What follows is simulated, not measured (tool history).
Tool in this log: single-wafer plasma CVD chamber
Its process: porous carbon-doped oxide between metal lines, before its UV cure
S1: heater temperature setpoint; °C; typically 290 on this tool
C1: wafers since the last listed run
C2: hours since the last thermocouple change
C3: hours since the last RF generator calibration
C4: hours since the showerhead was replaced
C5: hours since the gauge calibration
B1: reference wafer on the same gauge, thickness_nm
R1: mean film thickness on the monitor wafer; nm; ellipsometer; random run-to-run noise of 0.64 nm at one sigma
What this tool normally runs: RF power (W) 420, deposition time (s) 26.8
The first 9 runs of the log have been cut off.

Run 10, hour 354.1: usual settings; C1 487; C2 1828.6; C3 157.7; C4 3527.1; C5 190.7; B1 143.571. Result: R1 139.619 nm.
Run 11, hour 389.3: usual settings; C1 714; C2 1863.8; C3 192.9; C4 3562.3; C5 225.9; B1 143.727. Result: R1 139.702 nm.
Run 12, hour 418.1: usual settings; C1 584; C2 1892.6; C3 221.7; C4 3591.1; C5 254.7; B1 143.877. Result: R1 139.599 nm.
Run 13, hour 451.0: usual settings; C1 668; C2 1925.5; C3 254.6; C4 3624.0; C5 287.6; B1 143.822. Result: R1 139.336 nm.
Run 14, hour 479.0: usual settings but RF power (W) 470, deposition time (s) 23.0; C1 568; C2 1953.5; C3 282.6; C4 3652.0; C5 315.6; B1 144.146. Result: R1 131.821 nm.
Run 15, hour 512.6: usual settings but RF power (W) 360; C1 682; C2 1987.1; C3 316.2; C4 3685.6; C5 349.2; B1 143.942. Result: R1 123.946 nm.
Run 16, hour 528.9: usual settings but S1 277 °C; C1 331; C2 2003.4; C3 332.5; C4 3701.9; C5 365.5; B1 144.399. Result: R1 153.545 nm.
Run 17, hour 556.5: usual settings but S1 275 °C, RF power (W) 345, deposition time (s) 29.9; C1 560; C2 2031.0; C3 360.1; C4 3729.5; C5 393.1; B1 144.389. Result: R1 148.533 nm.
Run 18, hour 580.4: usual settings; C1 485; C2 2054.9; C3 384.0; C4 3753.4; C5 417.0; B1 144.254. Result: R1 139.790 nm.
Run 19, hour 612.7: usual settings but S1 277 °C, deposition time (s) 30.5; C1 655; C2 2087.2; C3 416.3; C4 3785.7; C5 449.3; B1 144.006. Result: R1 174.389 nm.

Run 20 comes next. What will it give?
At hour 631.2: thermocouple changed; heater temperature recalibrated.
Run 20, hour 632.6: usual settings but S1 297 °C, RF power (W) 500; C1 241; C2 1.4; C3 436.2; C4 3805.6; C5 469.2; B1 ?. Result: R1 ?.

{"run 20": {"B1": 144.309, "R1": 151.665}}
Minus the tool's unlogged condition, the same run would have read R1 149.253 nm.

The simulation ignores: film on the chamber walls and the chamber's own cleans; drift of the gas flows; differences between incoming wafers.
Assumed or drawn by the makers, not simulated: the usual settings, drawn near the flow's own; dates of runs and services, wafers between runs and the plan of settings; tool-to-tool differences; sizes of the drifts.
